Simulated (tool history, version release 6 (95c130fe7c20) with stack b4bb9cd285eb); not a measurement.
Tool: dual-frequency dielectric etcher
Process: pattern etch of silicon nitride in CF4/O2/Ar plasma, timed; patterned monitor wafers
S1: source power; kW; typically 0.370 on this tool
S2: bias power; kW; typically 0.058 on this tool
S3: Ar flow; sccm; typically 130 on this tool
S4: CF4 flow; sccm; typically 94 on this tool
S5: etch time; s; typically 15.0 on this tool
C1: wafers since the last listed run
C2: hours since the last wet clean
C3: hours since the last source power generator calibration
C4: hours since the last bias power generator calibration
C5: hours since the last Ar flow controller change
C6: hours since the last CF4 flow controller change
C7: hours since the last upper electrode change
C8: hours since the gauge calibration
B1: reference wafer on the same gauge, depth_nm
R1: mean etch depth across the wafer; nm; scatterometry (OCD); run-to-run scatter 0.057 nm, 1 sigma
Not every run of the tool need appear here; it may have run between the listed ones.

run     day     S1     S2   S3   S4    S5   C1     C2      C3      C4      C5      C6      C7     C8     B1     R1
  1   0.000  0.370  0.058  130   94  15.0    0   85.8  1199.2  1820.5  1884.9  1939.2  4787.6  340.6  19.79  22.61
  2   0.896  0.370  0.058  130   94  15.0  410  107.3  1220.7  1842.0  1906.4  1960.7  4809.1  362.1  19.80  22.63
      1.925  -- upper electrode replaced
  3   1.971  0.370  0.058  130   94  15.0   34  133.1  1246.5  1867.8  1932.2  1986.5     1.1  387.9  19.79  22.71
      3.012  -- Ar flow controller replaced
  4   3.221  0.370  0.058  130   94  15.0  458  163.1  1276.5  1897.8     5.0  2016.5    31.1  417.9  19.80  22.66
  5   4.650  0.370  0.058  130   94  15.0  655  197.4  1310.8  1932.1    39.3  2050.8    65.4  452.2  19.80  22.76
  6   5.812  0.370  0.058  130   94  15.0  533  225.3  1338.7  1960.0    67.2  2078.7    93.3  480.1  19.79  22.70
  7   6.917  0.310  0.058  107  105  12.0  506  251.8  1365.2  1986.5    93.7  2105.2   119.8  506.6  19.80  16.83
  8   8.000  0.370  0.058  101   94  15.0  496  277.8  1391.2  2012.5   119.7  2131.2   145.8  532.6  19.80  23.39
  9   9.100  0.370  0.058  130   94  15.0  504  304.2  1417.6  2038.9   146.1  2157.6   172.2  559.0  19.80  22.71
      9.433  -- gauge calibrated
 10   9.875  0.370  0.058  130   94  15.0  355  322.8  1436.2  2057.5   164.7  2176.2   190.8   10.6  19.81  22.74
 11  10.625  0.370  0.058  130   94  18.0  343  340.8  1454.2  2075.5   182.7  2194.2   208.8   28.6  19.80  27.46
     11.129  -- bias power generator calibrated
     11.817  -- wet clean of the chamber
 12  11.838  0.370  0.050  130   72  15.0  164    0.5  1483.3    17.0   211.8  2223.3   237.9   57.7  19.79  20.64
 13  12.346  0.370  0.058  156   94  15.0  233   12.7  1495.5    29.2   224.0  2235.5   250.1   69.9  19.79  22.53
     12.758  -- source power generator calibrated
     13.933  -- CF4 flow controller replaced
 14  13.954  0.370  0.070  149   94  15.0  546   51.3    28.7    67.8   262.6     0.5   288.7  108.5  19.80  25.00
 15  14.262  0.370  0.058  152   94  15.0  141   58.7    36.1    75.2   270.0     7.9   296.1  115.9  19.80  22.77
 16  14.817  0.370  0.058  130   94  13.0  254   72.0    49.4    88.5   283.3    21.2   309.4  129.2  19.79  20.08
 17  16.125  0.370  0.058  130   94  15.0  599  103.4    80.8   119.9   314.7    52.6   340.8  160.6  19.80  23.22
 18  17.338  0.370  0.064  130   94  15.0  555  132.5   109.9   149.0   343.8    81.7   369.9  189.7  19.80  24.31
 19  18.783  0.370  0.067  120   94  13.0  662  167.2   144.6   183.7   378.5   116.4   404.6  224.4  19.81  21.72
 20  19.875  0.460  0.063  130   75  13.0  500  193.4   170.8   209.9   404.7   142.6   430.8  250.6  19.80  23.68

Below are 5 alternative next runs, each starting from the tool's condition after run 20. Predict each:
  A  19.892  0.370  0.058  130  94  15.0   7  193.8  171.2  210.3  405.1  143.0  431.2  251.0   ?   ?
  B  19.892  0.400  0.067  130  82  18.5   7  193.8  171.2  210.3  405.1  143.0  431.2  251.0   ?   ?
  C  19.892  0.370  0.058  106  94  12.0   7  193.8  171.2  210.3  405.1  143.0  431.2  251.0   ?   ?
  D  19.892  0.370  0.058  146  94  15.0   7  193.8  171.2  210.3  405.1  143.0  431.2  251.0   ?   ?
  E  19.892  0.370  0.072  159  94  12.0   7  193.8  171.2  210.3  405.1  143.0  431.2  251.0   ?   ?

run     B1     R1
  A  19.80  23.10
  B  19.80  31.78
  C  19.80  18.84
  D  19.80  22.84
  E  19.80  20.21
With no hidden state in the tool, these same runs would have given:
run     R1
  A  22.86
  B  31.45
  C  18.64
  D  22.60
  E  20.00
